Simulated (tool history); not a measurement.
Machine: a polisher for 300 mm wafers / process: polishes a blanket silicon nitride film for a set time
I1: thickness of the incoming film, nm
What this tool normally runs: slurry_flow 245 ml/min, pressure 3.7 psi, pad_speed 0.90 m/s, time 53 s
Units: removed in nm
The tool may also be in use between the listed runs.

Run 1, hour 0.0: usual settings; I1 876.6. Result: removed 92.7 nm.
At hour 41.1: slurry nozzle cleaned.
Run 2, hour 71.2: usual settings but slurry_flow 275 ml/min; I1 907.3. Result: removed 91.0 nm.
At hour 109.7: worn pad replaced by a new one, of another model than before.
Run 3, hour 131.1: usual settings but slurry_flow 275 ml/min; I1 894.7. Result: removed 92.5 nm.
Run 4, hour 208.6: usual settings but slurry_flow 275 ml/min; I1 876.1. Result: removed 94.5 nm.
At hour 237.6: head pressure recalibrated.
Run 5, hour 249.6: usual settings but pressure 2.8 psi; I1 904.7. Result: removed 80.5 nm.
Run 6, hour 531.2: usual settings but pressure 2.8 psi; I1 899.9. Result: removed 79.4 nm.
Run 7, hour 591.4: usual settings but pressure 2.8 psi; I1 885.0. Result: removed 78.3 nm.
Run 8, hour 630.3: usual settings; I1 886.2. Result: removed 92.1 nm.
Run 9, hour 717.9: usual settings; I1 898.4. Result: removed 93.1 nm.
Run 10, hour 802.7: usual settings; I1 891.2. Result: removed 92.6 nm.
At hour 824.4: worn pad replaced by a new one.
Run 11, hour 850.1: usual settings but slurry_flow 310 ml/min; I1 885.5. Result: removed 94.0 nm.
At hour 907.1: slurry nozzle cleaned.
At hour 993.9: head pressure recalibrated.
Run 12, hour 1088.0: usual settings but slurry_flow 310 ml/min; I1 892.4. Result: removed 97.2 nm.
Run 13, hour 1178.1: usual settings but slurry_flow 175 ml/min, pressure 4.3 psi, pad_speed 1.00 m/s; I1 883.2. Result: removed 107.6 nm.
Run 14, hour 1246.0: usual settings but pad_speed 1.18 m/s; I1 909.0. Result: removed 109.7 nm.
Run 15, hour 1337.2: usual settings but slurry_flow 190 ml/min, pressure 5.0 psi, pad_speed 0.80 m/s; I1 884.4. Result: removed 109.3 nm.
Run 16, hour 1392.9: usual settings; I1 889.0. Result: removed 94.7 nm.
Run 17, hour 1499.0: usual settings but slurry_flow 210 ml/min, pad_speed 0.72 m/s; I1 901.8. Result: removed 83.9 nm.
At hour 1567.7: slurry nozzle cleaned.
Run 18, hour 1586.7: usual settings; I1 908.9. Result: removed 93.6 nm.
At hour 1620.4: worn pad replaced by a new one.
Run 19, hour 1648.0: usual settings but slurry_flow 200 ml/min, pressure 4.9 psi, pad_speed 1.20 m/s, time 47 s; I1 890.1. Result: removed 110.9 nm.
Run 20, hour 1704.8: usual settings; I1 891.5. Result: removed 92.3 nm.
At hour 1783.0: head pressure recalibrated.
Run 21, hour 1791.2: usual settings; I1 897.1. Result: removed 97.4 nm.
Run 22, hour 1834.5: usual settings; I1 887.8. Result: removed 95.0 nm.
Run 23, hour 1934.3: usual settings but slurry_flow 175 ml/min, pressure 2.9 psi, pad_speed 0.70 m/s; I1 888.8. Result: removed 73.1 nm.
Run 24, hour 1989.6: usual settings but slurry_flow 300 ml/min, pressure 4.1 psi, pad_speed 0.70 m/s; I1 889.1. Result: removed 93.9 nm.
Run 25, hour 2073.9: usual settings but slurry_flow 285 ml/min, pressure 4.3 psi, pad_speed 1.16 m/s; I1 890.4. Result: removed 117.5 nm.
Run 26, hour 2141.4: usual settings but pad_speed 0.60 m/s, time 62 s; I1 882.6. Result: removed 92.4 nm.
Run 27, hour 2204.2: usual settings but slurry_flow 270 ml/min, pressure 4.3 psi, time 42 s; I1 883.7. Result: removed 83.1 nm.
At hour 2281.8: worn pad replaced by a new one.
Run 28, hour 2285.4: usual settings but slurry_flow 310 ml/min; I1 900.0. Result: removed 96.5 nm.
Run 29, hour 2352.6: usual settings but time 58 s; I1 881.1. Result: removed 100.8 nm.
At hour 2365.0: slurry nozzle cleaned.
Run 30, hour 2451.2: usual settings but pressure 2.6 psi, time 39 s; I1 884.2. Result: removed 55.8 nm.
At hour 2531.3: head pressure recalibrated.
Run 31, hour 2546.8: usual settings; I1 892.7. Result: removed 95.9 nm.
Run 32, hour 2605.8: usual settings; I1 884.0. Result: removed 98.3 nm.
Run 33, hour 2687.8: usual settings; I1 903.3. Result: removed 96.0 nm.
Run 34, hour 2749.0: usual settings but slurry_flow 270 ml/min, pad_speed 1.02 m/s; I1 901.6. Result: removed 104.4 nm.
Run 35, hour 2791.0: usual settings; I1 892.5. Result: removed 95.5 nm.
Run 36, hour 2873.2: usual settings but slurry_flow 320 ml/min, pad_speed 0.70 m/s; I1 897.2. Result: removed 87.0 nm.

Alternative continuations, all from the tool just after run 36; predict every row:
Run A, hour 2873.6: usual settings but pad_speed 0.68 m/s; I1 886.7. Result: removed ?.
Run B, hour 2873.6: usual settings but slurry_flow 310 ml/min, time 60 s; I1 886.7. Result: removed ?.
Run C, hour 2873.6: usual settings but pressure 2.5 psi; I1 886.7. Result: removed ?.
Run D, hour 2873.6: usual settings but slurry_flow 185 ml/min, pressure 2.9 psi, pad_speed 1.12 m/s, time 60 s; I1 886.7. Result: removed ?.
Run E, hour 2873.6: usual settings but time 40 s; I1 886.7. Result: removed ?.

run  removed
  A     83.4
  B    108.3
  C     74.3
  D     99.1
  E     70.9
With no hidden state in the tool, these same runs would have given:
run  removed
  A     85.3
  B    110.9
  C     76.1
  D    101.4
  E     72.6

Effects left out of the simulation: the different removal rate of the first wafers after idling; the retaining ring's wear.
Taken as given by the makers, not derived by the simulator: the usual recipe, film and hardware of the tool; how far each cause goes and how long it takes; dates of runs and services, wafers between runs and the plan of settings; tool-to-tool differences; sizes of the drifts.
